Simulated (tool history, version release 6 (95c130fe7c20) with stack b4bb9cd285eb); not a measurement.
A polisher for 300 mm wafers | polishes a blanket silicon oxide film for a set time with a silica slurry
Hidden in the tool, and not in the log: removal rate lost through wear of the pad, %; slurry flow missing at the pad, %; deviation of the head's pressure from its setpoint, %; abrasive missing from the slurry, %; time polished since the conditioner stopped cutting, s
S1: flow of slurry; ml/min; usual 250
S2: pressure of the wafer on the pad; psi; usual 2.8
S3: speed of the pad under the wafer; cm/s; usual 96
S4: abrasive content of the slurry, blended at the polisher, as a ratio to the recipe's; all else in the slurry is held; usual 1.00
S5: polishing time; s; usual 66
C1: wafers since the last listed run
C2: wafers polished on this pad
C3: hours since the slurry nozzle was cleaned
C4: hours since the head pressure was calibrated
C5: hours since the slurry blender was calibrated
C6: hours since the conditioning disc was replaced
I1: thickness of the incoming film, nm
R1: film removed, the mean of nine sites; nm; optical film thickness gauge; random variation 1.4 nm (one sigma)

| run | hour | S1 | S2 | S3 | S4 | S5 | C1 | C2 | C3 | C4 | C5 | C6 | I1 | R1 |
|---|---|---|---|---|---|---|---|---|---|---|---|---|---|---|
| 1 | 0.0 | 250 | 3.3 | 96 | 1.00 | 66 | 0 | 188 | 699.2 | 86.8 | 189.7 | 167.0 | 1813.9 | 96.8 |
| 2 | 15.0 | 250 | 2.8 | 96 | 1.00 | 66 | 138 | 327 | 714.2 | 101.8 | 204.7 | 182.0 | 1815.8 | 86.2 |
|  | 31.8 | slurry blender recalibrated |
| 3 | 38.8 | 250 | 2.8 | 96 | 1.00 | 66 | 201 | 528 | 738.0 | 125.6 | 7.0 | 205.8 | 1777.6 | 85.9 |
|  | 42.8 | slurry nozzle cleaned |
|  | 54.0 | conditioning disc replaced and pad reconditioned, repeated, since the last time left the tool worse |
| 4 | 66.4 | 180 | 2.8 | 96 | 1.00 | 66 | 227 | 755 | 23.6 | 153.2 | 34.6 | 12.4 | 1811.5 | 104.2 |
| 5 | 90.6 | 170 | 2.8 | 96 | 1.00 | 79 | 223 | 979 | 47.8 | 177.4 | 58.8 | 36.6 | 1820.6 | 122.7 |
| 6 | 106.9 | 310 | 2.8 | 96 | 1.00 | 66 | 150 | 1130 | 64.1 | 193.7 | 75.1 | 52.9 | 1791.8 | 111.8 |
| 7 | 120.7 | 250 | 2.8 | 96 | 1.15 | 66 | 127 | 1257 | 77.9 | 207.5 | 88.9 | 66.7 | 1810.5 | 111.5 |
|  | 175.7 | worn pad replaced by a new one |
| 8 | 190.0 | 315 | 2.8 | 96 | 1.00 | 66 | 603 | 131 | 147.2 | 276.8 | 158.2 | 136.0 | 1783.6 | 108.4 |
| 9 | 203.2 | 250 | 2.8 | 96 | 1.10 | 52 | 121 | 253 | 160.4 | 290.0 | 171.4 | 149.2 | 1788.7 | 86.4 |
| 10 | 220.7 | 250 | 2.8 | 96 | 1.00 | 66 | 161 | 415 | 177.9 | 307.5 | 188.9 | 166.7 | 1832.2 | 103.0 |
| 11 | 240.0 | 250 | 2.8 | 116 | 1.10 | 49 | 178 | 593 | 197.2 | 326.8 | 208.2 | 186.0 | 1826.7 | 93.6 |
| 12 | 258.1 | 250 | 2.8 | 96 | 1.00 | 66 | 167 | 761 | 215.3 | 344.9 | 226.3 | 204.1 | 1828.9 | 101.9 |
| 13 | 291.4 | 250 | 2.8 | 96 | 1.00 | 53 | 307 | 1068 | 248.6 | 378.2 | 259.6 | 237.4 | 1794.6 | 81.9 |
|  | 301.2 | slurry blender recalibrated |
| 14 | 323.6 | 250 | 2.8 | 96 | 1.00 | 66 | 279 | 1347 | 280.8 | 410.4 | 22.4 | 269.6 | 1816.5 | 103.4 |
| 15 | 337.7 | 250 | 2.8 | 96 | 1.00 | 66 | 130 | 1478 | 294.9 | 424.5 | 36.5 | 283.7 | 1836.2 | 100.8 |
| 16 | 364.0 | 250 | 2.8 | 96 | 1.25 | 66 | 243 | 1721 | 321.2 | 450.8 | 62.8 | 310.0 | 1781.2 | 109.2 |
|  | 381.1 | worn pad replaced by a new one |
| 17 | 393.0 | 250 | 2.8 | 96 | 1.00 | 76 | 231 | 110 | 350.2 | 479.8 | 91.8 | 339.0 | 1801.6 | 115.4 |
| 18 | 417.4 | 320 | 2.8 | 96 | 1.00 | 66 | 225 | 335 | 374.6 | 504.2 | 116.2 | 363.4 | 1813.3 | 103.9 |
| 19 | 435.6 | 250 | 2.8 | 74 | 1.00 | 44 | 168 | 503 | 392.8 | 522.4 | 134.4 | 381.6 | 1827.1 | 55.4 |
| 20 | 464.0 | 250 | 2.0 | 126 | 0.70 | 66 | 262 | 766 | 421.2 | 550.8 | 162.8 | 410.0 | 1800.4 | 74.2 |
| 21 | 497.0 | 250 | 2.8 | 96 | 1.00 | 66 | 304 | 1071 | 454.2 | 583.8 | 195.8 | 443.0 | 1810.7 | 99.1 |
| 22 | 515.4 | 250 | 2.8 | 96 | 1.00 | 86 | 170 | 1241 | 472.6 | 602.2 | 214.2 | 461.4 | 1773.7 | 129.8 |
| 23 | 527.9 | 250 | 2.8 | 96 | 1.00 | 66 | 115 | 1356 | 485.1 | 614.7 | 226.7 | 473.9 | 1773.1 | 97.0 |
|  | 545.4 | conditioning disc replaced and pad reconditioned |
|  | 554.3 | slurry blender recalibrated |
|  | 554.7 | worn pad replaced by a new one |
| 24 | 562.6 | 250 | 2.1 | 96 | 1.00 | 48 | 280 | 73 | 519.8 | 649.4 | 8.3 | 17.2 | 1808.5 | 58.6 |

What the log doesn't show, run by run:
removal rate lost through wear of the pad, %: 0 in every run
slurry flow missing at the pad, %: 0 in every run
deviation of the head's pressure from its setpoint, %: 0 in every run
abrasive missing from the slurry, %: 0 in every run
H1: time polished since the conditioner stopped cutting, s
| run | H1 |
|---|---|
| 1 | 534 |
| 2 | 542 |
| 3 | 555 |
| 4 | 7.68 |
| 5 | 20.5 |
| 6 | 29.2 |
| 7 | 36.5 |
| 8 | 73.2 |
| 9 | 80.3 |
| 10 | 89.5 |
| 11 | 99.8 |
| 12 | 109 |
| 13 | 127 |
| 14 | 144 |
| 15 | 152 |
| 16 | 166 |
| 17 | 181 |
| 18 | 194 |
| 19 | 204 |
| 20 | 219 |
| 21 | 236 |
| 22 | 246 |
| 23 | 253 |
| 24 | 11.2 |
